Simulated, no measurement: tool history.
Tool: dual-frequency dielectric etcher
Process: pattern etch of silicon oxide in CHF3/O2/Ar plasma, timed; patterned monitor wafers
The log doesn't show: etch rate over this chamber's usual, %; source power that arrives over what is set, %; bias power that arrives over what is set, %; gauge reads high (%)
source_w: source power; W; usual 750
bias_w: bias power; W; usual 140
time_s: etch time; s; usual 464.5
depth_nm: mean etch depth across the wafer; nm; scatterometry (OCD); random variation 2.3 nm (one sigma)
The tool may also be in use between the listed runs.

run,hour,source_w,bias_w,time_s,wafers since the last listed run,hours since the last wet clean,hours since the last source power generator calibration,hours since the last bias power generator calibration,hours since the last upper electrode change,hours since the gauge calibration,"read-back reference wafer on the same gauge, depth_nm",depth_nm
1,0,750,116,464.5,0,200.5,1004.4,1502.6,3781.5,504.4,823.9,906.5
2,43.7,750,140,542.5,215,244.2,1048.1,1546.3,3825.2,548.1,824.2,1118.9
3,74.9,750,140,542.5,154,275.4,1079.3,1577.5,3856.4,579.3,823.4,1127.2
4,130.5,750,140,542.5,274,331,1134.9,1633.1,3912,634.9,823.8,1130
# hour 171.5: wet clean of the chamber
5,181.9,750,140,464.5,135,10.4,1186.3,1684.5,3963.4,686.3,824.3,938.6
6,226.7,750,140,464.5,221,55.2,1231.1,1729.3,4008.2,731.1,823.9,940.7
# hour 284.2: upper electrode replaced
7,290.1,750,140,566,194,118.6,1294.5,1792.7,5.9,794.5,824.2,1153.8
8,325.9,660,140,464.5,176,154.4,1330.3,1828.5,41.7,830.3,824.5,920.3
9,355.2,750,140,464.5,144,183.7,1359.6,1857.8,71,859.6,823.6,951.8
10,396,750,140,464.5,201,224.5,1400.4,1898.6,111.8,900.4,823.6,955.4
11,424.6,750,140,464.5,141,253.1,1429,1927.2,140.4,929,824.2,957
# hour 571.1: wet clean of the chamber
12,571.6,750,140,464.5,607,0.5,1576,2074.2,287.4,1076,824.3,945.4
# hour 661.5: bias power generator calibrated
13,758.6,910,124,416,903,187.5,1763,97.1,474.4,1263,824.8,855.4
# hour 760.6: gauge calibrated
14,818.5,900,140,464.5,295,247.4,1822.9,157,534.3,57.9,824.2,992.9
15,854,750,140,464.5,175,282.9,1858.4,192.5,569.8,93.4,823,948.7
# hour 923.4: wet clean of the chamber
16,923.9,750,140,464.5,226,0.5,1928.3,262.4,639.7,163.3,824.6,932.3
17,949.2,560,140,519.5,124,25.8,1953.6,287.7,665,188.6,823.5,966.9
18,992.9,840,140,540.5,215,69.5,1997.3,331.4,708.7,232.3,824.5,1120.4
19,1018.4,830,140,512.5,125,95,2022.8,356.9,734.2,257.8,822.9,1057.4
20,1057.2,940,140,502,191,133.8,2061.6,395.7,773,296.6,824.2,1081.7
# hour 1078.4: source power generator calibrated
21,1103.9,840,107,563,210,180.5,25.5,442.4,819.7,343.3,823.1,1089.7
22,1147.4,900,122,326.5,214,224,69,485.9,863.2,386.8,824.5,674.1
23,1209.6,750,140,464.5,307,286.2,131.2,548.1,925.4,449,824.1,952.5
24,1244.8,750,113,464.5,173,321.4,166.4,583.3,960.6,484.2,824,893.1
25,1282,750,140,464.5,183,358.6,203.6,620.5,997.8,521.4,823.7,951.4
# hour 1318: wet clean of the chamber
26,1351.2,640,131,464.5,223,33.2,272.8,689.7,1067,590.6,823.1,882.2

Run 27 comes next. What will it give?
27,1383.1,940,140,502,157,65.1,304.7,721.6,1098.9,622.5,?,?

{"run 27": {"read-back reference wafer on the same gauge, depth_nm": 824.4, "depth_nm": 1083.2}}
Without the tool's hidden state the same run would have given depth_nm 1064.6 nm.

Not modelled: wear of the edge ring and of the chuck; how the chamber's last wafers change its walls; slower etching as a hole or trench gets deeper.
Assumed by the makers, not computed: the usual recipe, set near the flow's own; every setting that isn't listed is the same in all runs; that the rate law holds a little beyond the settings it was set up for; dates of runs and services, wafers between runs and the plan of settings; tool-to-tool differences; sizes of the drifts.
